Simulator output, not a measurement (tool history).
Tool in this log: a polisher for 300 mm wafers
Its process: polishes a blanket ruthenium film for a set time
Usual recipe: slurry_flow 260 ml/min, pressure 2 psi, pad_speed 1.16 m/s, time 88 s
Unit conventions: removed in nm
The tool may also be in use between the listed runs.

run     day  slurry_flow  pressure  pad_speed  time  wafers since the last listed run  wafers polished on this pad  hours since the slurry nozzle was cleaned  hours since the head pressure was calibrated  incoming thickness of the incoming film, nm  removed
  1       0          260         2       1.16    88                                 0                         1891                                         12                                          38.8                                        400.8      128
  2   1.354          260         2       1.16    88                               284                         2175                                       44.5                                          71.3                                        395.7    126.9
      1.862  -- worn pad replaced by a new one
  3   4.021          260         2       1.16    88                               524                          452                                      108.5                                         135.3                                          405    126.3
  4   5.725          260         2       1.16    94                               357                          810                                      149.4                                         176.2                                        402.6    134.5
  5   7.829          260         2       1.16    94                               441                         1252                                      199.9                                         226.7                                          403    133.6
  6  10.796          260         2       1.16    88                               622                         1875                                      271.1                                         297.9                                          399    125.8
     11.367  -- worn pad replaced by a new one
  7      12          260         2       1.16    88                               217                          132                                        300                                         326.8                                        404.8    124.5
  8  13.658          260         2       1.16    88                               348                          480                                      339.8                                         366.6                                        400.3    123.9
  9  16.567          260         2       1.16   107                               610                         1091                                      409.6                                         436.4                                        404.8    148.9
 10  18.833          260       1.8       0.94    88                               475                         1567                                        464                                         490.8                                        403.6     89.4
 11  19.904          260         2       1.16    88                               224                         1791                                      489.7                                         516.5                                        404.3    122.5
     21.092  -- worn pad replaced by a new one
 12  21.112          260         2       1.16    88                               218                            3                                      518.7                                         545.5                                        401.3    123.3
 13  22.283          260         2       1.16    88                               245                          249                                      546.8                                         573.6                                        399.6    122.3
 14  25.088          260       2.6        1.4    75                               588                          838                                      614.1                                         640.9                                        397.1    160.3
 15  27.938          260         2       1.16    88                               598                         1436                                      682.5                                         709.3                                        399.3    122.2
 16  30.008          225         2       1.04    78                               434                         1871                                      732.2                                           759                                        391.1     94.4
     31.175  -- worn pad replaced by a new one
 17  32.512          290       2.5       1.28    88                               490                          280                                      792.3                                         819.1                                        401.3    165.7
     32.638  -- head pressure recalibrated
 18  34.167          260         2       1.16    88                               329                          610                                        832                                          36.7                                        395.1    128.2
     35.075  -- slurry nozzle cleaned
 19  36.138          260       2.6       1.16    88                               404                         1015                                       25.5                                            84                                        399.2    163.9
 20  37.462          295         2       1.16    88                               278                         1293                                       57.3                                         115.8                                        398.2      129
     43.238  -- worn pad replaced by a new one
 21  45.725          235       2.3       0.84    79                              1699                          521                                      255.6                                         314.1                                        404.3       92
 22  47.171          330       2.4       1.16    88                               303                          825                                      290.3                                         348.8                                        400.1    153.6
 23  48.758          200       2.6       1.16    88                               333                         1158                                      328.4                                         386.9                                        401.5    154.9
 24  51.458          260         2       1.16    88                               566                         1725                                      393.2                                         451.7                                        402.5    123.5
 25  53.529          175         2       1.16    88                               434                         2159                                      442.9                                         501.4                                        401.9    117.9

Predict each of these 4 candidate next runs independently; none follows another, all start after run 25:
  A  53.546          260         2       1.16    88                                 3                         2163                                      443.3                                         501.8                                        398.8        ?
  B  53.546          220       2.4       1.44   112                                 3                         2163                                      443.3                                         501.8                                        398.8        ?
  C  53.546          345       1.8       1.16    88                                 3                         2163                                      443.3                                         501.8                                        398.8        ?
  D  53.546          260         2       1.16    71                                 3                         2163                                      443.3                                         501.8                                        398.8        ?

run  removed
  A      124
  B    228.7
  C    115.1
  D      100
Had the tool no hidden state, the same runs would have come out as:
run  removed
  A    129.2
  B    238.4
  C      120
  D    104.2
